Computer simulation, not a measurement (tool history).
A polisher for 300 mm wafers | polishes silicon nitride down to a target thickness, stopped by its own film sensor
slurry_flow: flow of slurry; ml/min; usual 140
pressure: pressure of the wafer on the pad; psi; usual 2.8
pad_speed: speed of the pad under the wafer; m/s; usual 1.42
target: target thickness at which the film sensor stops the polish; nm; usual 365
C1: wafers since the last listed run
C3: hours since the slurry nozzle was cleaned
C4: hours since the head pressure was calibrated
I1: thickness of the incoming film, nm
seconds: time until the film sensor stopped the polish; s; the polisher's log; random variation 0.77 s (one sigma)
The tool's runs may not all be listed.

Run 1, hour 0: usual settings; C1 0; wafers polished on this pad 1241; C3 373.9; C4 258.5; I1 501.9. Result: seconds 71 s.
Run 2, hour 29.5: usual settings; C1 423; wafers polished on this pad 1665; C3 403.4; C4 288; I1 492.8. Result: seconds 67.1 s.
Run 3, hour 61: usual settings but slurry_flow 155 ml/min; C1 452; wafers polished on this pad 2117; C3 434.9; C4 319.5; I1 499.4. Result: seconds 70.4 s.
Run 4, hour 89.1: usual settings but slurry_flow 155 ml/min; C1 403; wafers polished on this pad 2521; C3 463; C4 347.6; I1 497.6. Result: seconds 68.5 s.
At hour 93.8: worn pad replaced by a new one.
Run 5, hour 111.5: usual settings but slurry_flow 155 ml/min; C1 264; wafers polished on this pad 253; C3 485.4; C4 370; I1 502. Result: seconds 71.4 s.
Run 6, hour 134.7: usual settings but slurry_flow 150 ml/min; C1 333; wafers polished on this pad 587; C3 508.6; C4 393.2; I1 508.6. Result: seconds 75.6 s.
Run 7, hour 150.1: usual settings but slurry_flow 150 ml/min; C1 221; wafers polished on this pad 808; C3 524; C4 408.6; I1 500.2. Result: seconds 70.5 s.
Run 8, hour 185.4: usual settings but slurry_flow 175 ml/min, target 379 nm; C1 506; wafers polished on this pad 1315; C3 559.3; C4 443.9; I1 502.7. Result: seconds 63.7 s.
At hour 213.4: head pressure recalibrated.
Run 9, hour 220.2: usual settings; C1 471; wafers polished on this pad 1786; C3 594.1; C4 6.8; I1 501.2. Result: seconds 72.6 s.
Run 10, hour 241.2: usual settings; C1 301; wafers polished on this pad 2087; C3 615.1; C4 27.8; I1 498.5. Result: seconds 70.6 s.
Run 11, hour 266.9: usual settings; C1 369; wafers polished on this pad 2456; C3 640.8; C4 53.5; I1 499.3. Result: seconds 70.6 s.
At hour 294.9: worn pad replaced by a new one.
Run 12, hour 296.7: usual settings; C1 370; wafers polished on this pad 25; C3 670.6; C4 83.3; I1 491.1. Result: seconds 65.9 s.
Run 13, hour 322.9: usual settings; C1 376; wafers polished on this pad 401; C3 696.8; C4 109.5; I1 494. Result: seconds 69.8 s.
Run 14, hour 346: usual settings; C1 331; wafers polished on this pad 733; C3 719.9; C4 132.6; I1 500.7. Result: seconds 72.7 s.
At hour 351.7: slurry nozzle cleaned.
Run 15, hour 365.5: usual settings; C1 265; wafers polished on this pad 999; C3 13.8; C4 152.1; I1 503.7. Result: seconds 70 s.
Run 16, hour 381.2: usual settings; C1 225; wafers polished on this pad 1224; C3 29.5; C4 167.8; I1 502. Result: seconds 68.3 s.
Run 17, hour 412.4: usual settings but slurry_flow 100 ml/min; C1 448; wafers polished on this pad 1672; C3 60.7; C4 199; I1 497.1. Result: seconds 69.1 s.
Run 18, hour 434.4: usual settings but slurry_flow 100 ml/min; C1 315; wafers polished on this pad 1988; C3 82.7; C4 221; I1 500.3. Result: seconds 72.3 s.
Run 19, hour 450.8: usual settings; C1 235; wafers polished on this pad 2224; C3 99.1; C4 237.4; I1 498.7. Result: seconds 69 s.
Run 20, hour 467.8: usual settings but pressure 2.2 psi; C1 244; wafers polished on this pad 2468; C3 116.1; C4 254.4; I1 506.2. Result: seconds 87.8 s.
Run 21, hour 488.4: usual settings but target 349 nm; C1 295; wafers polished on this pad 2764; C3 136.7; C4 275; I1 502.1. Result: seconds 79.7 s.
At hour 509: worn pad replaced by a new one.
Run 22, hour 516.4: usual settings but slurry_flow 165 ml/min, pressure 2.4 psi; C1 344; wafers polished on this pad 106; C3 164.7; C4 303; I1 500.7. Result: seconds 77.1 s.
Run 23, hour 529.9: usual settings but pressure 3.4 psi, target 383 nm; C1 193; wafers polished on this pad 300; C3 178.2; C4 316.5; I1 506.7. Result: seconds 53.9 s.
Run 24, hour 563.8: usual settings but pad_speed 1.7 m/s; C1 486; wafers polished on this pad 786; C3 212.1; C4 350.4; I1 506.2. Result: seconds 64.7 s.
Run 25, hour 579.2: usual settings but pressure 2.4 psi; C1 221; wafers polished on this pad 1008; C3 227.5; C4 365.8; I1 501.1. Result: seconds 79.2 s.
Run 26, hour 612.9: usual settings; C1 484; wafers polished on this pad 1492; C3 261.2; C4 399.5; I1 497.1. Result: seconds 69.6 s.
Run 27, hour 648.6: usual settings; C1 512; wafers polished on this pad 2004; C3 296.9; C4 435.2; I1 504.5. Result: seconds 74.1 s.
Run 28, hour 675.7: usual settings but slurry_flow 90 ml/min, target 386 nm; C1 389; wafers polished on this pad 2394; C3 324; C4 462.3; I1 500.4. Result: seconds 63.8 s.
Run 29, hour 699.5: usual settings; C1 341; wafers polished on this pad 2735; C3 347.8; C4 486.1; I1 503.1. Result: seconds 73.2 s.
At hour 713.6: head pressure recalibrated.
Run 30, hour 716.4: usual settings but slurry_flow 105 ml/min, pressure 3.1 psi, pad_speed 0.96 m/s, target 383 nm; C1 213; wafers polished on this pad 2949; C3 364.7; C4 2.8; I1 503.5. Result: seconds 78.8 s.
Run 31, hour 733.6: usual settings but pad_speed 1.88 m/s, target 345 nm; C1 247; wafers polished on this pad 3196; C3 381.9; C4 20; I1 506. Result: seconds 70.4 s.
At hour 740.6: worn pad replaced by a new one.
Run 32, hour 762.1: usual settings but slurry_flow 185 ml/min; C1 351; wafers polished on this pad 308; C3 410.4; C4 48.5; I1 499.8. Result: seconds 68.8 s.
Run 33, hour 849: usual settings; C1 1248; wafers polished on this pad 1556; C3 497.3; C4 135.4; I1 502.5. Result: seconds 72.2 s.
Run 34, hour 880: usual settings but slurry_flow 165 ml/min, pressure 2 psi, pad_speed 1.86 m/s, target 398 nm; C1 445; wafers polished on this pad 2001; C3 528.3; C4 166.4; I1 502.5. Result: seconds 57.6 s.
Run 35, hour 913.8: usual settings but pressure 3.6 psi, target 327 nm; C1 485; wafers polished on this pad 2486; C3 562.1; C4 200.2; I1 490.6. Result: seconds 71.9 s.
At hour 945.9: worn pad replaced by a new one.
Run 36, hour 946.4: usual settings but slurry_flow 160 ml/min, pressure 3.7 psi, pad_speed 0.98 m/s, target 325 nm; C1 410; wafers polished on this pad 7; C3 594.7; C4 232.8; I1 502.3. Result: seconds 94.6 s.
Run 37, hour 967: usual settings; C1 295; wafers polished on this pad 303; C3 615.3; C4 253.4; I1 500.3. Result: seconds 72.1 s.
Run 38, hour 1015.6: usual settings but slurry_flow 125 ml/min, pressure 3.1 psi; C1 697; wafers polished on this pad 1001; C3 663.9; C4 302; I1 495.5. Result: seconds 64.9 s.

Some steps in seconds between neighbouring runs. How much of each would the tool show without its hidden state too (settings, what came in, random variation), and how much is left for the hidden state, with any gauge scatter that isn't in both results?
The hidden state here: removal rate lost through wear of the pad, %; slurry flow missing at the pad, %; deviation of the head's pressure from its setpoint, %.
Run 8 -> 9: slurry_flow 175 -> 140, target 379 -> 365, head pressure recalibrated. seconds +8.9 s: hidden state +1.1, all else +7.8.
Run 14 -> 15: slurry nozzle cleaned. seconds -2.7 s: hidden state -4.3, all else +1.6.
Run 22 -> 23: slurry_flow 165 -> 140, pressure 2.4 -> 3.4, target 365 -> 383. seconds -23.2 s: hidden state -0.5, all else -22.7.
Run 34 -> 35: slurry_flow 165 -> 140, pressure 2 -> 3.6, pad_speed 1.86 -> 1.42, target 398 -> 327. seconds +14.3 s: hidden state +1.2, all else +13.1.
Run 35 -> 36: slurry_flow 140 -> 160, pressure 3.6 -> 3.7, pad_speed 1.42 -> 0.98, target 327 -> 325, worn pad replaced by a new one. seconds +22.7 s: hidden state +1.1, all else +21.6.
Run 36 -> 37: slurry_flow 160 -> 140, pressure 3.7 -> 2.8, pad_speed 0.98 -> 1.42, target 325 -> 365. seconds -22.5 s: hidden state -1, all else -21.5.
